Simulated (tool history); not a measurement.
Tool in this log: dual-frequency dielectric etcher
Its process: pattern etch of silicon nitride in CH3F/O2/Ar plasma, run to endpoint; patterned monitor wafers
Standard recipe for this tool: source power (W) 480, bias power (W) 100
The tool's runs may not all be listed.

run     day  source power (W)  bias power (W)  incoming incoming film thickness, nm  endpoint time (s)
  1       0               520             100                                 44.54               52.3
  2   0.421               520             100                                 44.87               52.7
  3   0.921               520             100                                 45.08               52.1
  4   1.421               480             100                                  44.6               53.7
  5   1.862               450             100                                 44.61               55.2
  6   2.229               450             100                                 45.02               56.1
  7   2.883               480             100                                 45.49               55.1
  8   3.625               480             100                                 44.61               54.3
  9   4.158               480             100                                 45.06               54.7
 10   4.504               480             100                                 44.63                 54
 11   5.046               480             100                                 44.77               54.4
       5.55  -- source power generator calibrated
 12   5.571               560              92                                 44.53               52.8
      6.592  -- wet clean of the chamber
 13   6.612               560              92                                 45.12               50.6
 14   6.712               480              82                                 44.78               54.6
 15   7.388               480             100                                 44.41                 51
 16   7.812               570             113                                 45.18               47.2
 17   8.492               480             100                                 44.33               50.8
 18   9.054               520              83                                 44.68                 53
     10.417  -- upper electrode replaced
     10.512  -- bias power generator calibrated
 19  10.533               370              87                                 44.97                 60
 20   10.55               520             108                                 44.78               49.2
 21  10.562               380              85                                 44.88                 60
 22  10.712               580             112                                 45.04               46.9
 23  10.988               480             100                                 44.87               52.3
 24    11.7               400             116                                 44.62                 54
 25  12.362               400              87                                 44.25               58.2
 26  12.975               590             124                                 44.71                 46
 27  13.467               480             100                                 44.72               52.8
 28  13.862               440              88                                 44.85               56.8
 29   14.35               510             107                                 44.41               50.9

A few steps of endpoint time (s) between consecutive runs. Split each: what settings, incoming material and random variation would produce without the hidden state, and what is left over for the hidden state, along with gauge scatter present in only one of the two compared results (measured, and without hidden state):
Hidden conditions of the tool in this case: etch rate over this chamber's usual, %; source power that arrives over what is set, %; bias power that arrives over what is set, %.
Run 8 -> 9: no setting changed, nothing entered. endpoint time (s) +0.4: hidden state +0.2, all else +0.2.
Run 12 -> 13: wet clean of the chamber. endpoint time (s) -2.2: hidden state -2.8, all else +0.6.
Run 21 -> 22: source power (W) 380 -> 580, bias power (W) 85 -> 112. endpoint time (s) -13.1: hidden state +0, all else -13.1.
Run 25 -> 26: source power (W) 400 -> 590, bias power (W) 87 -> 124. endpoint time (s) -12.2: hidden state -0.1, all else -12.1.
